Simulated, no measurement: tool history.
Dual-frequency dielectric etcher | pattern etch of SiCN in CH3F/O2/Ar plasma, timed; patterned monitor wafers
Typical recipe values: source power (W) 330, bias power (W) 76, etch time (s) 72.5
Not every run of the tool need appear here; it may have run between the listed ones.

| run | hour | source power (W) | bias power (W) | etch time (s) | wafers since the last listed run | hours since the last wet clean | hours since the last source power generator calibration | hours since the last bias power generator calibration | hours since the last upper electrode change | hours since the gauge calibration | read-back reference wafer on the same gauge, depth_nm | mean etch depth across the wafer (Å) |
|---|---|---|---|---|---|---|---|---|---|---|---|---|
| 1 | 0.0 | 330 | 76 | 56.5 | 0 | 292.0 | 41.0 | 166.5 | 3227.7 | 3486.4 | 30.68 | 196.8 |
| 2 | 47.6 | 330 | 68 | 72.5 | 408 | 339.6 | 88.6 | 214.1 | 3275.3 | 3534.0 | 30.69 | 242.5 |
|  | 87.0 | gauge calibrated |
| 3 | 89.2 | 330 | 76 | 72.5 | 356 | 381.2 | 130.2 | 255.7 | 3316.9 | 2.2 | 30.68 | 257.5 |
| 4 | 157.0 | 330 | 76 | 72.5 | 581 | 449.0 | 198.0 | 323.5 | 3384.7 | 70.0 | 30.65 | 256.5 |
| 5 | 227.2 | 330 | 76 | 72.5 | 602 | 519.2 | 268.2 | 393.7 | 3454.9 | 140.2 | 30.64 | 256.7 |
|  | 309.8 | wet clean of the chamber, repeated, since the last time left the tool worse |
| 6 | 332.0 | 330 | 76 | 72.5 | 693 | 22.2 | 373.0 | 498.5 | 3559.7 | 245.0 | 30.70 | 270.4 |
| 7 | 386.9 | 290 | 76 | 72.5 | 470 | 77.1 | 427.9 | 553.4 | 3614.6 | 299.9 | 30.69 | 263.8 |
| 8 | 487.0 | 330 | 63 | 55.5 | 858 | 177.2 | 528.0 | 653.5 | 3714.7 | 400.0 | 30.70 | 193.4 |
| 9 | 573.8 | 370 | 76 | 72.5 | 744 | 264.0 | 614.8 | 740.3 | 3801.5 | 486.8 | 30.69 | 282.4 |
|  | 696.3 | upper electrode replaced |
| 10 | 696.8 | 330 | 76 | 72.5 | 849 | 387.0 | 737.8 | 863.3 | 0.5 | 609.8 | 30.74 | 274.5 |
| 11 | 720.9 | 330 | 76 | 72.5 | 206 | 411.1 | 761.9 | 887.4 | 24.6 | 633.9 | 30.72 | 276.3 |
| 12 | 791.8 | 330 | 76 | 58.5 | 608 | 482.0 | 832.8 | 958.3 | 95.5 | 704.8 | 30.72 | 223.5 |
| 13 | 837.0 | 390 | 69 | 87.5 | 387 | 527.2 | 878.0 | 1003.5 | 140.7 | 750.0 | 30.70 | 332.1 |
| 14 | 875.9 | 330 | 76 | 72.5 | 333 | 566.1 | 916.9 | 1042.4 | 179.6 | 788.9 | 30.73 | 279.0 |
| 15 | 916.2 | 330 | 76 | 72.5 | 345 | 606.4 | 957.2 | 1082.7 | 219.9 | 829.2 | 30.74 | 278.1 |
| 16 | 1010.5 | 330 | 63 | 55.5 | 808 | 700.7 | 1051.5 | 1177.0 | 314.2 | 923.5 | 30.71 | 200.9 |
| 17 | 1064.8 | 350 | 61 | 57.0 | 465 | 755.0 | 1105.8 | 1231.3 | 368.5 | 977.8 | 30.66 | 207.6 |
|  | 1103.4 | wet clean of the chamber |
| 18 | 1136.3 | 310 | 76 | 72.5 | 407 | 32.9 | 1177.3 | 1302.8 | 440.0 | 1049.3 | 30.70 | 263.1 |
| 19 | 1230.1 | 330 | 94 | 86.5 | 804 | 126.7 | 1271.1 | 1396.6 | 533.8 | 1143.1 | 30.69 | 344.7 |
| 20 | 1269.9 | 270 | 60 | 81.0 | 341 | 166.5 | 1310.9 | 1436.4 | 573.6 | 1182.9 | 30.67 | 266.4 |

Run 21 is up next; what results do you expect?
| 21 | 1314.5 | 330 | 76 | 59.0 | 382 | 211.1 | 1355.5 | 1481.0 | 618.2 | 1227.5 | ? | ? |

{"run 21": {"read-back reference wafer on the same gauge, depth_nm": 30.67, "mean etch depth across the wafer (Å)": 219.1}}
Had the tool carried no hidden state, the very same run would have given mean etch depth across the wafer (Å) 218.3.

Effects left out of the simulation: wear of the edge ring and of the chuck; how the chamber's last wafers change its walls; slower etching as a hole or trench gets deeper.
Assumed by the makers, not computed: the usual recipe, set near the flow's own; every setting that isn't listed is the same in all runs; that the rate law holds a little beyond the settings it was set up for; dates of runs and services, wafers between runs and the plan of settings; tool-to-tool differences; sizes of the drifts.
